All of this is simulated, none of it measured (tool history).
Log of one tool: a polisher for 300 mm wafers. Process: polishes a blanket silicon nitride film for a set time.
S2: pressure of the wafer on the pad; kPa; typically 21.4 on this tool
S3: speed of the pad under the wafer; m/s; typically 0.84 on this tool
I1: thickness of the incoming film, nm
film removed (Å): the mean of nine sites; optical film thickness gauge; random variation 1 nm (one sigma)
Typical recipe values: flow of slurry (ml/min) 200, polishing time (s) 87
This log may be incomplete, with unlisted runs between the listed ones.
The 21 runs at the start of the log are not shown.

-- day=58.312 head pressure recalibrated
run 22 day=62.271 | flow_of_slurry_(ml/min)=150 S2=24.8 S3=1.02 polishing_time_(s)=102 | I1=463.7 | film_removed_(Å)=1708
-- day=62.975 slurry nozzle cleaned
run 23 day=65.254 | flow_of_slurry_(ml/min)=200 S2=21.4 S3=0.94 polishing_time_(s)=70 | I1=455.9 | film_removed_(Å)=1120
run 24 day=68.246 | flow_of_slurry_(ml/min)=200 S2=21.4 S3=0.62 polishing_time_(s)=87 | I1=460.6 | film_removed_(Å)=1018
run 25 day=72.688 | flow_of_slurry_(ml/min)=250 S2=21.4 S3=0.84 polishing_time_(s)=87 | I1=470 | film_removed_(Å)=1328
-- day=74.371 worn pad replaced by a new one
run 26 day=76.983 | flow_of_slurry_(ml/min)=200 S2=21.4 S3=0.84 polishing_time_(s)=87 | I1=468.1 | film_removed_(Å)=1277
run 27 day=81.267 | flow_of_slurry_(ml/min)=200 S2=15.9 S3=0.84 polishing_time_(s)=87 | I1=452.1 | film_removed_(Å)=996
-- day=81.454 slurry nozzle cleaned
run 28 day=85.696 | flow_of_slurry_(ml/min)=200 S2=21.4 S3=0.84 polishing_time_(s)=87 | I1=455.2 | film_removed_(Å)=1316
run 29 day=87.4 | flow_of_slurry_(ml/min)=200 S2=21.4 S3=1.08 polishing_time_(s)=65 | I1=461.3 | film_removed_(Å)=1210
run 30 day=91.358 | flow_of_slurry_(ml/min)=145 S2=23.4 S3=0.7 polishing_time_(s)=87 | I1=464.4 | film_removed_(Å)=1161
run 31 day=95.038 | flow_of_slurry_(ml/min)=245 S2=28.3 S3=0.84 polishing_time_(s)=87 | I1=459.4 | film_removed_(Å)=1690
-- day=95.346 worn pad replaced by a new one
run 32 day=97.621 | flow_of_slurry_(ml/min)=140 S2=21.4 S3=1 polishing_time_(s)=87 | I1=462.4 | film_removed_(Å)=1381
-- day=101.721 head pressure recalibrated
run 33 day=102.017 | flow_of_slurry_(ml/min)=265 S2=18.6 S3=0.84 polishing_time_(s)=87 | I1=464.3 | film_removed_(Å)=1120
-- day=104.912 slurry nozzle cleaned
run 34 day=105.992 | flow_of_slurry_(ml/min)=200 S2=21.4 S3=0.84 polishing_time_(s)=87 | I1=462.9 | film_removed_(Å)=1288

Alternative continuations, all from the tool just after run 34; predict every row:
run A day=106.012 | flow_of_slurry_(ml/min)=175 S2=21.4 S3=0.84 polishing_time_(s)=87 | I1=457.2 | film_removed_(Å)=?
run B day=106.012 | flow_of_slurry_(ml/min)=170 S2=21.4 S3=0.84 polishing_time_(s)=67 | I1=457.2 | film_removed_(Å)=?
run C day=106.012 | flow_of_slurry_(ml/min)=250 S2=21.4 S3=0.84 polishing_time_(s)=66 | I1=457.2 | film_removed_(Å)=?
run D day=106.012 | flow_of_slurry_(ml/min)=240 S2=21.4 S3=0.84 polishing_time_(s)=87 | I1=457.2 | film_removed_(Å)=?
run E day=106.012 | flow_of_slurry_(ml/min)=235 S2=21.4 S3=0.84 polishing_time_(s)=87 | I1=457.2 | film_removed_(Å)=?

run=A film_removed_(Å)=1235
run=B film_removed_(Å)=947
run=C film_removed_(Å)=983
run=D film_removed_(Å)=1290
run=E film_removed_(Å)=1287
Without the tool's hidden state the same runs would have given:
run=A film_removed_(Å)=1203
run=B film_removed_(Å)=922
run=C film_removed_(Å)=957
run=D film_removed_(Å)=1256
run=E film_removed_(Å)=1252

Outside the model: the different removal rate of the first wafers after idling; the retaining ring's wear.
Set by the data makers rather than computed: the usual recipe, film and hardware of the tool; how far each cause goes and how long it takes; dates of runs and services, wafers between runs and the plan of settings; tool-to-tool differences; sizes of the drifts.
